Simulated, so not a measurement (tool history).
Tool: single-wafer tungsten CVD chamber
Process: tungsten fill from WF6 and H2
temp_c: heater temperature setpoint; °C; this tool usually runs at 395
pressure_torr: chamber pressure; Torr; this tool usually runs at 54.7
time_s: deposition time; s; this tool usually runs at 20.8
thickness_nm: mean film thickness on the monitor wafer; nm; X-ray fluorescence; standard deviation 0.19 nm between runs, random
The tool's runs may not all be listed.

run,hour,temp_c,pressure_torr,time_s,wafers since the last listed run,hours since the last thermocouple change,hours since the last manometer calibration,hours since the showerhead was replaced,hours since the gauge calibration,"read-back reference wafer on the same gauge, thickness_nm",thickness_nm
1,0,395,45.4,20.8,0,1212.8,2022.2,4291.1,948,61.9,65.988
2,66,388,54.7,20.8,1114,1278.8,2088.2,4357.1,1014,61.972,63.993
3,126.3,395,54.7,20.8,1018,1339.1,2148.5,4417.4,1074.3,61.896,71.928
4,233.8,395,54.7,20.8,1814,1446.6,2256,4524.9,1181.8,61.908,71.71
5,278.1,395,54.7,20.8,747,1490.9,2300.3,4569.2,1226.1,61.903,71.938
6,336.7,395,54.7,20.8,989,1549.5,2358.9,4627.8,1284.7,61.836,71.852
7,389.2,401,54.7,20.8,886,1602,2411.4,4680.3,1337.2,61.805,79.036
# hour 456.3: capacitance manometer re-zeroed and calibrated
8,456.8,401,54.7,20.8,1006,1669.6,0.5,4747.9,1404.8,61.879,79.391
9,535.4,401,54.7,20.8,1327,1748.2,79.1,4826.5,1483.4,61.865,79.125
# hour 537.1: gauge calibrated
10,620.6,385,45.6,17.7,1438,1833.4,164.3,4911.7,83.5,61.876,47.456
11,670.5,381,63.3,24.9,842,1883.3,214.2,4961.6,133.4,61.908,71.99
12,729.4,382,54.7,19.4,994,1942.2,273.1,5020.5,192.3,61.897,53.435
13,829.6,385,45.6,17.7,1691,2042.4,373.3,5120.7,292.5,61.899,47.594
# hour 846.3: showerhead replaced
14,917.4,403,54.7,18,1347,2130.2,461.1,71.1,380.3,61.908,70.702
15,1016,405,54.7,20.8,1664,2228.8,559.7,169.7,478.9,61.87,84.239
# hour 1049: thermocouple changed; heater temperature recalibrated
16,1310.7,395,54.7,20.8,4840,261.7,854.4,464.4,773.6,61.918,72.645
17,1362.5,401,54.7,20.8,874,313.5,906.2,516.2,825.4,61.949,80.108
18,1454.8,410,54.7,20.8,1558,405.8,998.5,608.5,917.7,61.863,92.069

The tool's hidden state at each run:
true pressure above the setpoint (%): 0 across all the runs
gauge reads high (%): 0 across all the runs
H1: wafer temperature above the value expected at the setpoint (K)
run,H1
1,-1.04
2,-1.07
3,-1.09
4,-1.12
5,-1.13
6,-1.15
7,-1.16
8,-1.18
9,-1.2
10,-1.21
11,-1.22
12,-1.23
13,-1.24
14,-1.25
15,-1.27
16,-0.35
17,-0.419
18,-0.53

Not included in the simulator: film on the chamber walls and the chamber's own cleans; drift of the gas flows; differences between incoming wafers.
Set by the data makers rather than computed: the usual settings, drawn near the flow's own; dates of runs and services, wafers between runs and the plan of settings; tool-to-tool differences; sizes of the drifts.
